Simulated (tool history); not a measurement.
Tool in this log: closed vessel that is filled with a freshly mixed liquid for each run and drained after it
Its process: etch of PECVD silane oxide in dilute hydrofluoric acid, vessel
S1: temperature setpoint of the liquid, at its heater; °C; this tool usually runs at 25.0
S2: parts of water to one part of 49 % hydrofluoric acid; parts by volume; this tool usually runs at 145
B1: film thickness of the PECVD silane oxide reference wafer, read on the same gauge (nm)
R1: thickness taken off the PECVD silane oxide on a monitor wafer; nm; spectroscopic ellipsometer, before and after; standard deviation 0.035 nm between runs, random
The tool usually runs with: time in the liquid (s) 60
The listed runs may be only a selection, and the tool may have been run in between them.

Run 1, hour 0.0: usual settings; B1 79.99. Result: R1 9.70 nm.
Run 2, hour 12.2: usual settings but S1 26.0 °C, time in the liquid (s) 45; B1 79.99. Result: R1 7.49 nm.
Run 3, hour 39.2: usual settings but S1 26.0 °C, time in the liquid (s) 45; B1 80.02. Result: R1 7.52 nm.
Run 4, hour 49.1: usual settings; B1 79.98. Result: R1 9.65 nm.
Run 5, hour 67.0: usual settings; B1 80.04. Result: R1 9.62 nm.
Run 6, hour 75.3: usual settings; B1 79.98. Result: R1 9.54 nm.
Run 7, hour 86.8: usual settings; B1 79.97. Result: R1 9.58 nm.
Run 8, hour 98.9: usual settings; B1 80.00. Result: R1 9.64 nm.
Run 9, hour 114.5: usual settings; B1 80.04. Result: R1 9.47 nm.
At hour 128.8: hydrofluoric acid flow meter replaced.
At hour 130.6: thermometer replaced.
Run 10, hour 131.1: usual settings but S1 22.0 °C; B1 80.00. Result: R1 7.96 nm.
Run 11, hour 147.4: usual settings but S1 29.0 °C, S2 95 parts by volume, time in the liquid (s) 95; B1 80.01. Result: R1 26.85 nm.
Run 12, hour 161.1: usual settings but S1 29.5 °C, S2 180 parts by volume; B1 79.98. Result: R1 8.02 nm.
At hour 168.5: gauge calibrated.
At hour 181.6: hydrofluoric acid flow meter replaced, repeated, since the last time left the tool worse.
Run 13, hour 205.4: usual settings but S1 27.5 °C, S2 100 parts by volume, time in the liquid (s) 90; B1 80.01. Result: R1 26.10 nm.
Run 14, hour 219.0: usual settings but S1 23.5 °C, S2 185 parts by volume, time in the liquid (s) 95; B1 80.02. Result: R1 11.49 nm.
Run 15, hour 237.0: usual settings but S1 23.0 °C, S2 105 parts by volume, time in the liquid (s) 70; B1 79.99. Result: R1 16.04 nm.

Forecast run 16:
Run 16, hour 278.0: usual settings; B1 ?. Result: R1 ?.

B1: 80.02
R1: 10.26 nm
Had the tool carried no hidden state, the very same run would have given R1 10.37 nm.
